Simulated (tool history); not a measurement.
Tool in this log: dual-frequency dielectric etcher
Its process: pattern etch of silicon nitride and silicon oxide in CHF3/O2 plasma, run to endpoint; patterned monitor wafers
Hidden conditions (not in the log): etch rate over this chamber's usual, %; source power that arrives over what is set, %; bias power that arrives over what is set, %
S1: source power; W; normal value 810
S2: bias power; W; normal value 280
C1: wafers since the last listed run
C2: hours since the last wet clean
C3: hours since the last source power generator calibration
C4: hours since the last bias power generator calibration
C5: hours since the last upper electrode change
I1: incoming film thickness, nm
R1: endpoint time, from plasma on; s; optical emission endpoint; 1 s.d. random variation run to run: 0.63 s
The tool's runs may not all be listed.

{"run": 1, "hour": 0.0, "S1": 810, "S2": 280, "C1": 0, "C2": 0.5, "C3": 4042.0, "C4": 3267.5, "C5": 4675.6, "I1": 169.8, "R1": 83.9}
{"run": 2, "hour": 61.1, "S1": 810, "S2": 280, "C1": 581, "C2": 61.6, "C3": 4103.1, "C4": 3328.6, "C5": 4736.7, "I1": 170.9, "R1": 84.0}
{"run": 3, "hour": 124.6, "S1": 810, "S2": 280, "C1": 604, "C2": 125.1, "C3": 4166.6, "C4": 3392.1, "C5": 4800.2, "I1": 168.5, "R1": 84.9}
{"run": 4, "hour": 165.8, "S1": 810, "S2": 280, "C1": 392, "C2": 166.3, "C3": 4207.8, "C4": 3433.3, "C5": 4841.4, "I1": 170.8, "R1": 86.3}
{"run": 5, "hour": 225.3, "S1": 810, "S2": 280, "C1": 566, "C2": 225.8, "C3": 4267.3, "C4": 3492.8, "C5": 4900.9, "I1": 170.8, "R1": 87.2}
{"run": 6, "hour": 278.7, "S1": 810, "S2": 230, "C1": 508, "C2": 279.2, "C3": 4320.7, "C4": 3546.2, "C5": 4954.3, "I1": 167.1, "R1": 93.0}
{"run": 7, "hour": 307.6, "S1": 810, "S2": 280, "C1": 275, "C2": 308.1, "C3": 4349.6, "C4": 3575.1, "C5": 4983.2, "I1": 168.7, "R1": 85.6}
{"run": 8, "hour": 372.1, "S1": 810, "S2": 280, "C1": 613, "C2": 372.6, "C3": 4414.1, "C4": 3639.6, "C5": 5047.7, "I1": 170.6, "R1": 89.2}
{"hour": 434.2, "done": "wet clean of the chamber"}
{"run": 9, "hour": 434.7, "S1": 810, "S2": 280, "C1": 367, "C2": 0.5, "C3": 4476.7, "C4": 3702.2, "C5": 5110.3, "I1": 171.7, "R1": 84.8}
{"run": 10, "hour": 479.6, "S1": 810, "S2": 280, "C1": 427, "C2": 45.4, "C3": 4521.6, "C4": 3747.1, "C5": 5155.2, "I1": 168.9, "R1": 85.5}
{"run": 11, "hour": 523.8, "S1": 810, "S2": 280, "C1": 420, "C2": 89.6, "C3": 4565.8, "C4": 3791.3, "C5": 5199.4, "I1": 170.4, "R1": 85.6}
{"run": 12, "hour": 580.0, "S1": 810, "S2": 280, "C1": 534, "C2": 145.8, "C3": 4622.0, "C4": 3847.5, "C5": 5255.6, "I1": 168.7, "R1": 86.4}
{"hour": 620.6, "done": "bias power generator calibrated"}
{"run": 13, "hour": 642.1, "S1": 810, "S2": 280, "C1": 552, "C2": 207.9, "C3": 4684.1, "C4": 21.5, "C5": 5317.7, "I1": 170.3, "R1": 86.8}
{"hour": 647.0, "done": "source power generator calibrated"}
{"run": 14, "hour": 704.0, "S1": 810, "S2": 280, "C1": 551, "C2": 269.8, "C3": 57.0, "C4": 83.4, "C5": 5379.6, "I1": 170.7, "R1": 88.2}
{"run": 15, "hour": 754.7, "S1": 810, "S2": 280, "C1": 482, "C2": 320.5, "C3": 107.7, "C4": 134.1, "C5": 5430.3, "I1": 170.6, "R1": 89.1}
{"run": 16, "hour": 784.9, "S1": 810, "S2": 280, "C1": 287, "C2": 350.7, "C3": 137.9, "C4": 164.3, "C5": 5460.5, "I1": 170.1, "R1": 88.8}
{"run": 17, "hour": 809.4, "S1": 810, "S2": 280, "C1": 233, "C2": 375.2, "C3": 162.4, "C4": 188.8, "C5": 5485.0, "I1": 170.1, "R1": 89.0}
{"hour": 865.6, "done": "wet clean of the chamber"}
{"run": 18, "hour": 874.1, "S1": 620, "S2": 280, "C1": 387, "C2": 8.5, "C3": 227.1, "C4": 253.5, "C5": 5549.7, "I1": 169.2, "R1": 90.9}
{"run": 19, "hour": 939.0, "S1": 670, "S2": 332, "C1": 617, "C2": 73.4, "C3": 292.0, "C4": 318.4, "C5": 5614.6, "I1": 168.9, "R1": 83.5}
{"run": 20, "hour": 972.8, "S1": 860, "S2": 236, "C1": 321, "C2": 107.2, "C3": 325.8, "C4": 352.2, "C5": 5648.4, "I1": 169.4, "R1": 89.6}
{"run": 21, "hour": 996.8, "S1": 620, "S2": 344, "C1": 228, "C2": 131.2, "C3": 349.8, "C4": 376.2, "C5": 5672.4, "I1": 170.3, "R1": 86.0}
{"run": 22, "hour": 1041.3, "S1": 890, "S2": 280, "C1": 423, "C2": 175.7, "C3": 394.3, "C4": 420.7, "C5": 5716.9, "I1": 171.3, "R1": 84.3}
{"run": 23, "hour": 1073.9, "S1": 930, "S2": 320, "C1": 310, "C2": 208.3, "C3": 426.9, "C4": 453.3, "C5": 5749.5, "I1": 170.6, "R1": 78.1}
{"run": 24, "hour": 1113.5, "S1": 880, "S2": 317, "C1": 376, "C2": 247.9, "C3": 466.5, "C4": 492.9, "C5": 5789.1, "I1": 171.4, "R1": 81.4}
{"run": 25, "hour": 1145.9, "S1": 810, "S2": 280, "C1": 308, "C2": 280.3, "C3": 498.9, "C4": 525.3, "C5": 5821.5, "I1": 170.9, "R1": 88.3}
{"run": 26, "hour": 1180.0, "S1": 810, "S2": 280, "C1": 324, "C2": 314.4, "C3": 533.0, "C4": 559.4, "C5": 5855.6, "I1": 170.5, "R1": 89.0}
{"hour": 1232.3, "done": "upper electrode replaced"}
{"run": 27, "hour": 1247.4, "S1": 980, "S2": 348, "C1": 413, "C2": 381.8, "C3": 600.4, "C4": 626.8, "C5": 15.1, "I1": 168.0, "R1": 76.2}
{"run": 28, "hour": 1297.6, "S1": 620, "S2": 241, "C1": 477, "C2": 432.0, "C3": 650.6, "C4": 677.0, "C5": 65.3, "I1": 169.7, "R1": 101.0}
{"hour": 1342.0, "done": "wet clean of the chamber"}
{"run": 29, "hour": 1342.5, "S1": 930, "S2": 340, "C1": 198, "C2": 0.5, "C3": 695.5, "C4": 721.9, "C5": 110.2, "I1": 168.5, "R1": 74.5}
{"run": 30, "hour": 1401.6, "S1": 750, "S2": 318, "C1": 562, "C2": 59.6, "C3": 754.6, "C4": 781.0, "C5": 169.3, "I1": 169.8, "R1": 83.0}
{"run": 31, "hour": 1455.2, "S1": 810, "S2": 280, "C1": 510, "C2": 113.2, "C3": 808.2, "C4": 834.6, "C5": 222.9, "I1": 169.8, "R1": 85.6}
{"run": 32, "hour": 1485.2, "S1": 900, "S2": 300, "C1": 285, "C2": 143.2, "C3": 838.2, "C4": 864.6, "C5": 252.9, "I1": 170.1, "R1": 81.6}
{"run": 33, "hour": 1554.7, "S1": 710, "S2": 322, "C1": 661, "C2": 212.7, "C3": 907.7, "C4": 934.1, "C5": 322.4, "I1": 169.4, "R1": 84.7}
{"run": 34, "hour": 1600.9, "S1": 810, "S2": 223, "C1": 439, "C2": 258.9, "C3": 953.9, "C4": 980.3, "C5": 368.6, "I1": 172.0, "R1": 97.4}
{"run": 35, "hour": 1664.9, "S1": 810, "S2": 328, "C1": 609, "C2": 322.9, "C3": 1017.9, "C4": 1044.3, "C5": 432.6, "I1": 171.0, "R1": 82.7}
{"run": 36, "hour": 1707.4, "S1": 620, "S2": 238, "C1": 404, "C2": 365.4, "C3": 1060.4, "C4": 1086.8, "C5": 475.1, "I1": 170.6, "R1": 104.6}

List, for all runs, the conditions of the tool that the log does not record:
source power that arrives over what is set, %: 0 across all the runs
bias power that arrives over what is set, %: 0 across all the runs
H1: etch rate over this chamber's usual, %
run=1 H1=0.19
run=2 H1=-0.583
run=3 H1=-1.39
run=4 H1=-1.91
run=5 H1=-2.66
run=6 H1=-3.33
run=7 H1=-3.7
run=8 H1=-4.52
run=9 H1=0.283
run=10 H1=-0.285
run=11 H1=-0.843
run=12 H1=-1.55
run=13 H1=-2.34
run=14 H1=-3.12
run=15 H1=-3.76
run=16 H1=-4.15
run=17 H1=-4.45
run=18 H1=-0.276
run=19 H1=-1.1
run=20 H1=-1.52
run=21 H1=-1.83
run=22 H1=-2.39
run=23 H1=-2.8
run=24 H1=-3.3
run=25 H1=-3.71
run=26 H1=-4.14
run=27 H1=-5
run=28 H1=-5.63
run=29 H1=-0.46
run=30 H1=-1.21
run=31 H1=-1.88
run=32 H1=-2.26
run=33 H1=-3.14
run=34 H1=-3.73
run=35 H1=-4.54
run=36 H1=-5.07
